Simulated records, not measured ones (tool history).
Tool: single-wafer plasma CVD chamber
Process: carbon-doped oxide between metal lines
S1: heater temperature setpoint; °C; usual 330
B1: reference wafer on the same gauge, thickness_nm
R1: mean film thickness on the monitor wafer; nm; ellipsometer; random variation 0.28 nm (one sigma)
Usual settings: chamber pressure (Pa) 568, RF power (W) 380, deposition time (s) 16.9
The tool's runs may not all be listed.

Run 1, hour 0: usual settings; B1 70.482. Result: R1 70.359 nm.
At hour 51.8: showerhead replaced.
Run 2, hour 52.3: usual settings but chamber pressure (Pa) 469; B1 70.376. Result: R1 68.488 nm.
Run 3, hour 111.9: usual settings but deposition time (s) 19.4; B1 70.295. Result: R1 80.153 nm.
Run 4, hour 182.1: usual settings but S1 336 °C, RF power (W) 455, deposition time (s) 18.8; B1 70.48. Result: R1 89.933 nm.
Run 5, hour 244.7: usual settings but S1 319 °C, deposition time (s) 14.4; B1 70.456. Result: R1 61.632 nm.
Run 6, hour 278.7: usual settings but RF power (W) 400; B1 70.512. Result: R1 73.202 nm.
At hour 318.2: thermocouple changed; heater temperature recalibrated.
Run 7, hour 318.7: usual settings but S1 322 °C, chamber pressure (Pa) 479, deposition time (s) 14.9; B1 70.409. Result: R1 62.996 nm.
Run 8, hour 356.2: usual settings but RF power (W) 340, deposition time (s) 18.3; B1 70.368. Result: R1 68.569 nm.
Run 9, hour 396.4: usual settings but chamber pressure (Pa) 636; B1 70.398. Result: R1 72.076 nm.
Run 10, hour 434.8: usual settings; B1 70.392. Result: R1 71.221 nm.
Run 11, hour 477.5: usual settings but S1 338 °C, RF power (W) 430, deposition time (s) 19.2; B1 70.36. Result: R1 88.116 nm.
Run 12, hour 516: usual settings but S1 338 °C, deposition time (s) 20; B1 70.298. Result: R1 82.319 nm.
Run 13, hour 724.2: usual settings but S1 326 °C, chamber pressure (Pa) 465, RF power (W) 335; B1 70.263. Result: R1 61.605 nm.
Run 14, hour 773.5: usual settings but S1 345 °C; B1 70.455. Result: R1 67.585 nm.
Run 15, hour 801.5: usual settings but deposition time (s) 15.1; B1 70.255. Result: R1 63.228 nm.
Run 16, hour 863.3: usual settings but S1 326 °C, chamber pressure (Pa) 704, RF power (W) 305; B1 70.33. Result: R1 59.136 nm.
Run 17, hour 914.9: usual settings; B1 70.357. Result: R1 70.74 nm.
Run 18, hour 960.5: usual settings but deposition time (s) 18.7; B1 70.358. Result: R1 77.875 nm.
Run 19, hour 1011.7: usual settings but chamber pressure (Pa) 664; B1 70.331. Result: R1 72.345 nm.
Run 20, hour 1045.2: usual settings but S1 342 °C, chamber pressure (Pa) 508, deposition time (s) 19.3; B1 70.461. Result: R1 76.453 nm.
Run 21, hour 1088.5: usual settings but chamber pressure (Pa) 696, deposition time (s) 14.3; B1 70.374. Result: R1 61.497 nm.
Run 22, hour 1136.2: usual settings but S1 339 °C; B1 70.379. Result: R1 68.508 nm.
Run 23, hour 1189.1: usual settings but S1 337 °C, chamber pressure (Pa) 497, deposition time (s) 14.1; B1 70.479. Result: R1 56.745 nm.
Run 24, hour 1217.2: usual settings but S1 339 °C, chamber pressure (Pa) 437; B1 70.438. Result: R1 66.221 nm.
Run 25, hour 1243.4: usual settings but chamber pressure (Pa) 473, deposition time (s) 18.8; B1 70.454. Result: R1 76.1 nm.
Run 26, hour 1275.1: usual settings but S1 342 °C, chamber pressure (Pa) 508, deposition time (s) 19.3; B1 70.349. Result: R1 76.407 nm.
Run 27, hour 1307.5: usual settings but S1 339 °C, RF power (W) 415, deposition time (s) 14; B1 70.444. Result: R1 61.994 nm.

Forecast each of these 5 alternatives for the next run:
Run A, hour 1307.9: usual settings but chamber pressure (Pa) 448; B1 ?. Result: R1 ?.
Run B, hour 1307.9: usual settings but S1 320 °C, chamber pressure (Pa) 525, RF power (W) 330, deposition time (s) 19.8; B1 ?. Result: R1 ?.
Run C, hour 1307.9: usual settings but S1 323 °C, chamber pressure (Pa) 489, deposition time (s) 15; B1 ?. Result: R1 ?.
Run D, hour 1307.9: usual settings but S1 325 °C, chamber pressure (Pa) 507, deposition time (s) 16; B1 ?. Result: R1 ?.
Run E, hour 1307.9: usual settings but S1 325 °C, chamber pressure (Pa) 612, RF power (W) 440; B1 ?. Result: R1 ?.

run      B1      R1
  A  70.353  68.284
  B  70.353  72.915
  C  70.353  62.735
  D  70.353  66.701
  E  70.353  82.875
Without the tool's hidden state the same runs would have given:
run      R1
  A  68.913
  B  73.657
  C  63.368
  D   67.37
  E  83.706

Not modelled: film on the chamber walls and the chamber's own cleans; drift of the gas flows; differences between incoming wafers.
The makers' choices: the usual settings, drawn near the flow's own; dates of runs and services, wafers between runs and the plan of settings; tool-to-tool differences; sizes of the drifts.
